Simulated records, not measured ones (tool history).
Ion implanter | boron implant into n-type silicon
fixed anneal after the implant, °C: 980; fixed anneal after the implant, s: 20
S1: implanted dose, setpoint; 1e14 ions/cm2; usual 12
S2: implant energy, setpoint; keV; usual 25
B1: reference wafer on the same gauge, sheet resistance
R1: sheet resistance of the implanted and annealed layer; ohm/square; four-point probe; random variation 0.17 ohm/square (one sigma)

| run | day | S1 | S2 | B1 | R1 |
|---|---|---|---|---|---|
| 1 | 0 | 10.13 | 25 | 109.01 | 137.1 |
| 2 | 0.596 | 10.13 | 25 | 109.05 | 137.26 |
| 3 | 1.754 | 10.13 | 25 | 108.96 | 137.4 |
| 4 | 2.571 | 12 | 25 | 109 | 120.83 |
| 5 | 3.383 | 12 | 25 | 109.02 | 120.49 |
| 6 | 4.379 | 13.99 | 25 | 109 | 108.05 |
| 7 | 5.358 | 14.01 | 27.5 | 108.98 | 106.67 |
|  | 6.146 | extraction supply calibrated |
| 8 | 6.533 | 12 | 20 | 109.02 | 123.96 |
| 9 | 7.25 | 12 | 20 | 108.98 | 123.66 |
| 10 | 7.821 | 12 | 20 | 109.03 | 123.75 |
| 11 | 9.321 | 13.16 | 32 | 109 | 110.74 |
|  | 10.408 | Faraday cup replaced and dose calibrated |
| 12 | 10.429 | 15.53 | 30.5 | 109.02 | 95.29 |
| 13 | 10.862 | 9.46 | 19 | 109.02 | 142.57 |
| 14 | 11.538 | 12 | 25 | 109.02 | 116.14 |
| 15 | 12.279 | 12 | 28.5 | 108.98 | 115.15 |
| 16 | 13.083 | 15.42 | 30.5 | 108.99 | 95.93 |
|  | 13.483 | gauge calibrated |
| 17 | 13.879 | 8.97 | 23 | 108.99 | 146.51 |
| 18 | 15.167 | 14.87 | 20 | 109 | 104.8 |
| 19 | 15.892 | 14.87 | 20 | 108.96 | 104.69 |
| 20 | 16.942 | 12 | 19 | 109.04 | 121.04 |
| 21 | 19.008 | 10.58 | 33 | 109.01 | 126.68 |

Forecast each of these 5 alternatives for the next run:
| A | 19.025 | 8.82 | 25 | ? | ? |
| B | 19.025 | 10.57 | 32 | ? | ? |
| C | 19.025 | 10.99 | 17.5 | ? | ? |
| D | 19.025 | 14.68 | 22 | ? | ? |
| E | 19.025 | 10.79 | 25 | ? | ? |

| run | B1 | R1 |
|---|---|---|
| A | 109.03 | 148.77 |
| B | 109.03 | 126.99 |
| C | 109.03 | 130.42 |
| D | 109.03 | 104.02 |
| E | 109.03 | 127.03 |
Without the tool's hidden state the same runs would have given:
| run | R1 |
|---|---|
| A | 147.43 |
| B | 125.87 |
| C | 129.41 |
| D | 103.29 |
| E | 125.95 |

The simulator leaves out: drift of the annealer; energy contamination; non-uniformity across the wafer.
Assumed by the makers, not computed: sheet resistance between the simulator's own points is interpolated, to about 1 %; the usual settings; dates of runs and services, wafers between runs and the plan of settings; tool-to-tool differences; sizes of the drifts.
